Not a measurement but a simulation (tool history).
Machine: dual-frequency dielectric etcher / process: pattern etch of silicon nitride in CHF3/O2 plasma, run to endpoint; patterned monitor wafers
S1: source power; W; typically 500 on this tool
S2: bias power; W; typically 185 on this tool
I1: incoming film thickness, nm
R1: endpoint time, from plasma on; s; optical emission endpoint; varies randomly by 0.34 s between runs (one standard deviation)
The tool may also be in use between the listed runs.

run	day	S1	S2	I1	R1
1	0	500	185	70	45.5
2	1.108	500	185	69.9	46
3	2.588	500	185	69.4	45.6
4	3.142	500	185	69.3	45.2
5	4.046	500	185	69.9	46
6	4.771	470	185	69.4	46.6
7	5.7	470	185	69.6	46.3
8	6.438	500	185	69.1	45.6
# day 8.033: wet clean of the chamber
9	8.054	500	185	69.6	43.2
# day 9.288: bias power generator calibrated
10	9.308	500	185	69.9	44.1
11	10.271	500	185	70.1	43.8
12	11.121	410	228	70.3	43.5
13	11.742	580	226	70	39.3
14	12.846	500	152	69.5	47.4
15	13.562	470	148	69.7	48.9
16	14.138	550	215	70.1	41
17	15.133	570	143	69.9	47.7
18	15.833	500	141	69.8	50.1
19	17.021	470	148	70.2	50.1
20	18.196	500	154	69.8	48.2
# day 19.208: upper electrode replaced
21	19.258	500	185	68.7	44.1
# day 19.829: source power generator calibrated
22	20.362	590	212	69.2	40.5
23	21.542	420	160	70.2	52.2
# day 23.5: wet clean of the chamber
24	23.521	500	185	69.2	43.3
25	23.688	450	200	69.2	42.9
26	24.288	440	156	68.7	47.7
27	25.038	460	150	69.4	48.2
28	26.475	500	185	69.7	44
29	27.371	430	164	69.7	48.3
30	28.408	460	223	69.5	41.2
31	29.571	580	224	69.7	38.8
32	30.733	500	185	70	45.1
33	31.825	450	204	69.4	43.6
34	34.304	500	185	69.7	44.8

5 options for the next run, each taken on its own from the tool as it stands now. Forecast them:
A	34.321	500	226	69.7	?
B	34.321	500	204	69.7	?
C	34.321	590	185	69.7	?
D	34.321	390	170	69.7	?
E	34.321	500	197	69.7	?

run	R1
A	40.6
B	42.4
C	41.8
D	49.4
E	43
Take away the tool's hidden state, keep each run's random variation, and the runs would have read:
run	R1
A	39.7
B	41.4
C	40.9
D	48.3
E	42
